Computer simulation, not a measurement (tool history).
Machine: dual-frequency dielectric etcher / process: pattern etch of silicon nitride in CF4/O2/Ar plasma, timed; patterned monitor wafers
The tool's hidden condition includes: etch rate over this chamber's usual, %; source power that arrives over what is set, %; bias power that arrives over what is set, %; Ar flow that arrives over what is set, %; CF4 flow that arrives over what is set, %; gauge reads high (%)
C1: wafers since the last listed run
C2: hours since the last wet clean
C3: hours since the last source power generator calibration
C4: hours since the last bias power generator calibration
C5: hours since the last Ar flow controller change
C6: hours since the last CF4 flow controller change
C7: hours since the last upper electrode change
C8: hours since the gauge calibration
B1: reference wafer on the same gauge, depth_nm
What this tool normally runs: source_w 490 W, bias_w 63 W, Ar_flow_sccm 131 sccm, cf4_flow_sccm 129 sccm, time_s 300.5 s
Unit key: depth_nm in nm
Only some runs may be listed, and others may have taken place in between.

Run 1, hour 0.0: usual settings; C1 0; C2 372.8; C3 3945.9; C4 965.2; C5 2524.7; C6 3330.4; C7 5157.9; C8 645.8; B1 680.0. Result: depth_nm 600.7 nm.
At hour 50.3: wet clean of the chamber.
Run 2, hour 50.8: usual settings but Ar_flow_sccm 115 sccm; C1 110; C2 0.5; C3 3996.7; C4 1016.0; C5 2575.5; C6 3381.2; C7 5208.7; C8 696.6; B1 680.1. Result: depth_nm 611.0 nm.
At hour 64.3: CF4 flow controller replaced.
Run 3, hour 112.6: usual settings but Ar_flow_sccm 115 sccm; C1 230; C2 62.3; C3 4058.5; C4 1077.8; C5 2637.3; C6 48.3; C7 5270.5; C8 758.4; B1 679.6. Result: depth_nm 611.0 nm.
Run 4, hour 141.9: usual settings; C1 121; C2 91.6; C3 4087.8; C4 1107.1; C5 2666.6; C6 77.6; C7 5299.8; C8 787.7; B1 680.3. Result: depth_nm 605.6 nm.
Run 5, hour 196.2: usual settings; C1 224; C2 145.9; C3 4142.1; C4 1161.4; C5 2720.9; C6 131.9; C7 5354.1; C8 842.0; B1 680.4. Result: depth_nm 603.6 nm.
Run 6, hour 260.9: usual settings; C1 267; C2 210.6; C3 4206.8; C4 1226.1; C5 2785.6; C6 196.6; C7 5418.8; C8 906.7; B1 679.8. Result: depth_nm 600.4 nm.
Run 7, hour 325.4: usual settings; C1 266; C2 275.1; C3 4271.3; C4 1290.6; C5 2850.1; C6 261.1; C7 5483.3; C8 971.2; B1 680.4. Result: depth_nm 600.6 nm.
At hour 371.2: source power generator calibrated.
At hour 399.1: upper electrode replaced.
Run 8, hour 399.6: usual settings; C1 190; C2 349.3; C3 28.4; C4 1364.8; C5 2924.3; C6 335.3; C7 0.5; C8 1045.4; B1 680.4. Result: depth_nm 607.8 nm.
Run 9, hour 404.8: usual settings but bias_w 57 W, time_s 387.0 s; C1 21; C2 354.5; C3 33.6; C4 1370.0; C5 2929.5; C6 340.5; C7 5.7; C8 1050.6; B1 680.1. Result: depth_nm 739.0 nm.
Run 10, hour 447.8: usual settings; C1 177; C2 397.5; C3 76.6; C4 1413.0; C5 2972.5; C6 383.5; C7 48.7; C8 1093.6; B1 680.2. Result: depth_nm 608.2 nm.
At hour 473.2: gauge calibrated.
Run 11, hour 475.3: usual settings but bias_w 75 W, cf4_flow_sccm 137 sccm, time_s 212.5 s; C1 113; C2 425.0; C3 104.1; C4 1440.5; C5 3000.0; C6 411.0; C7 76.2; C8 2.1; B1 680.9. Result: depth_nm 474.0 nm.
Run 12, hour 504.6: usual settings but bias_w 72 W, cf4_flow_sccm 106 sccm; C1 121; C2 454.3; C3 133.4; C4 1469.8; C5 3029.3; C6 440.3; C7 105.5; C8 31.4; B1 680.1. Result: depth_nm 629.6 nm.
At hour 569.3: wet clean of the chamber.
Run 13, hour 574.5: usual settings; C1 189; C2 5.2; C3 203.3; C4 1539.7; C5 3099.2; C6 510.2; C7 175.4; C8 101.3; B1 680.1. Result: depth_nm 606.8 nm.
At hour 636.3: Ar flow controller replaced.
Run 14, hour 639.5: usual settings but bias_w 69 W, Ar_flow_sccm 99 sccm; C1 243; C2 70.2; C3 268.3; C4 1604.7; C5 3.2; C6 575.2; C7 240.4; C8 166.3; B1 680.7. Result: depth_nm 649.6 nm.
Run 15, hour 707.2: usual settings but Ar_flow_sccm 149 sccm; C1 279; C2 137.9; C3 336.0; C4 1672.4; C5 70.9; C6 642.9; C7 308.1; C8 234.0; B1 680.1. Result: depth_nm 603.5 nm.
At hour 741.9: bias power generator calibrated.
Run 16, hour 765.9: usual settings but source_w 390 W, Ar_flow_sccm 156 sccm, cf4_flow_sccm 108 sccm; C1 225; C2 196.6; C3 394.7; C4 24.0; C5 129.6; C6 701.6; C7 366.8; C8 292.7; B1 679.1. Result: depth_nm 494.6 nm.
Run 17, hour 799.9: usual settings; C1 140; C2 230.6; C3 428.7; C4 58.0; C5 163.6; C6 735.6; C7 400.8; C8 326.7; B1 680.5. Result: depth_nm 596.2 nm.
Run 18, hour 922.9: usual settings but cf4_flow_sccm 151 sccm, time_s 240.0 s; C1 507; C2 353.6; C3 551.7; C4 181.0; C5 286.6; C6 858.6; C7 523.8; C8 449.7; B1 680.1. Result: depth_nm 485.6 nm.
Run 19, hour 1009.4: usual settings but source_w 600 W, Ar_flow_sccm 104 sccm; C1 357; C2 440.1; C3 638.2; C4 267.5; C5 373.1; C6 945.1; C7 610.3; C8 536.2; B1 679.6. Result: depth_nm 695.3 nm.
At hour 1047.9: wet clean of the chamber.
Run 20, hour 1048.4: usual settings but source_w 430 W, bias_w 49 W, cf4_flow_sccm 142 sccm; C1 61; C2 0.5; C3 677.2; C4 306.5; C5 412.1; C6 984.1; C7 649.3; C8 575.2; B1 679.8. Result: depth_nm 489.2 nm.
Run 21, hour 1100.9: usual settings but bias_w 72 W, cf4_flow_sccm 106 sccm; C1 216; C2 53.0; C3 729.7; C4 359.0; C5 464.6; C6 1036.6; C7 701.8; C8 627.7; B1 679.3. Result: depth_nm 623.4 nm.
Run 22, hour 1140.9: usual settings but cf4_flow_sccm 138 sccm; C1 165; C2 93.0; C3 769.7; C4 399.0; C5 504.6; C6 1076.6; C7 741.8; C8 667.7; B1 680.4. Result: depth_nm 595.3 nm.

What differs in the tool's unlogged condition from the final listed run ahead of each entry between runs to the first listed run following it?
From run 1 to run 2: wet clean of the chamber (hour 50.3)
  bias power that arrives over what is set, %: 1.26 -> 1.42
  what was measured, less what the result would be without the hidden state, depth_nm: +3.9 -> +4.4 nm
From run 2 to run 3: CF4 flow controller replaced (hour 64.3)
  bias power that arrives over what is set, %: 1.42 -> 1.63
  what was measured, less what the result would be without the hidden state, depth_nm: +4.4 -> +5.0 nm
From run 7 to run 8: source power generator calibrated (hour 371.2); upper electrode replaced (hour 399.1)
  bias power that arrives over what is set, %: 2.43 -> 2.74
  what was measured, less what the result would be without the hidden state, depth_nm: +7.4 -> +8.5 nm
From run 10 to run 11: gauge calibrated (hour 473.2)
  bias power that arrives over what is set, %: 2.96 -> 3.08
  what was measured, less what the result would be without the hidden state, depth_nm: +9.1 -> +7.6 nm
From run 12 to run 13: wet clean of the chamber (hour 569.3)
  bias power that arrives over what is set, %: 3.22 -> 3.55
  what was measured, less what the result would be without the hidden state, depth_nm: +10.8 -> +10.9 nm
From run 13 to run 14: Ar flow controller replaced (hour 636.3)
  bias power that arrives over what is set, %: 3.55 -> 3.88
  what was measured, less what the result would be without the hidden state, depth_nm: +10.9 -> +12.6 nm
From run 15 to run 16: bias power generator calibrated (hour 741.9)
  bias power that arrives over what is set, %: 4.23 -> -0.349
  what was measured, less what the result would be without the hidden state, depth_nm: +13.0 -> -0.9 nm
From run 19 to run 20: wet clean of the chamber (hour 1047.9)
  bias power that arrives over what is set, %: -0.236 -> -0.201
  what was measured, less what the result would be without the hidden state, depth_nm: -0.8 -> -0.5 nm
